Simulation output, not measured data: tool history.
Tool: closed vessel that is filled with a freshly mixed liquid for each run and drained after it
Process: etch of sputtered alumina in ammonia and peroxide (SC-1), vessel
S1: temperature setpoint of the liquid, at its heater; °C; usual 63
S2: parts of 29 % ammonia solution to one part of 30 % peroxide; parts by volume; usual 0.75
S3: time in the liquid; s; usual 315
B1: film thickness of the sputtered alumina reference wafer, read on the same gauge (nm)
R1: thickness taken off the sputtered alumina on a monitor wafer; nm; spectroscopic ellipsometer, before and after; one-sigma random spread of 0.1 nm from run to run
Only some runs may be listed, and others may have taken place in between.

| run | hour | S1 | S2 | S3 | B1 | R1 |
|---|---|---|---|---|---|---|
| 1 | 0.0 | 63 | 0.75 | 315 | 139.99 | 19.28 |
| 2 | 43.6 | 63 | 0.75 | 315 | 139.99 | 19.09 |
| 3 | 133.8 | 63 | 0.75 | 315 | 139.97 | 19.21 |
| 4 | 192.3 | 55 | 0.75 | 315 | 139.99 | 12.72 |
| 5 | 268.5 | 55 | 0.75 | 315 | 139.99 | 12.74 |
| 6 | 350.6 | 55 | 0.75 | 315 | 139.99 | 12.69 |
|  | 413.2 | gauge calibrated |
| 7 | 453.2 | 63 | 0.90 | 315 | 140.01 | 19.54 |
|  | 482.3 | new drum of ammonia solution connected |
| 8 | 537.7 | 63 | 0.90 | 315 | 140.00 | 19.61 |
| 9 | 591.4 | 63 | 0.90 | 315 | 140.03 | 19.43 |
| 10 | 641.7 | 63 | 0.75 | 195 | 140.02 | 11.91 |
| 11 | 694.6 | 63 | 0.75 | 195 | 139.99 | 11.93 |
| 12 | 785.4 | 63 | 0.75 | 150 | 140.00 | 9.17 |
| 13 | 835.3 | 57 | 0.55 | 160 | 140.00 | 7.02 |
| 14 | 910.2 | 63 | 0.75 | 190 | 140.01 | 11.56 |
|  | 973.6 | new drum of ammonia solution connected |
| 15 | 980.8 | 63 | 0.45 | 235 | 139.98 | 13.78 |
| 16 | 1067.4 | 63 | 0.75 | 315 | 140.02 | 19.11 |
| 17 | 1163.5 | 63 | 0.75 | 315 | 139.99 | 19.12 |
| 18 | 1245.2 | 63 | 1.15 | 225 | 140.02 | 14.33 |
|  | 1311.0 | ammonia flow meter replaced |
| 19 | 1311.5 | 70 | 1.15 | 480 | 140.01 | 43.20 |
| 20 | 1354.8 | 59 | 0.75 | 315 | 140.00 | 15.61 |
| 21 | 1393.3 | 63 | 0.75 | 315 | 139.97 | 19.19 |
|  | 1435.7 | thermometer replaced |
|  | 1496.3 | new drum of ammonia solution connected |
| 22 | 1661.2 | 63 | 0.75 | 315 | 140.00 | 19.43 |
| 23 | 1726.1 | 63 | 0.75 | 315 | 139.98 | 19.43 |

Run 24 has not been measured yet. What should we expect?
| 24 | 1811.7 | 63 | 1.10 | 240 | ? | ? |

{"run 24": {"B1": 139.98, "R1": 15.36}}
Minus the tool's unlogged condition, the same run would have read R1 15.36 nm.
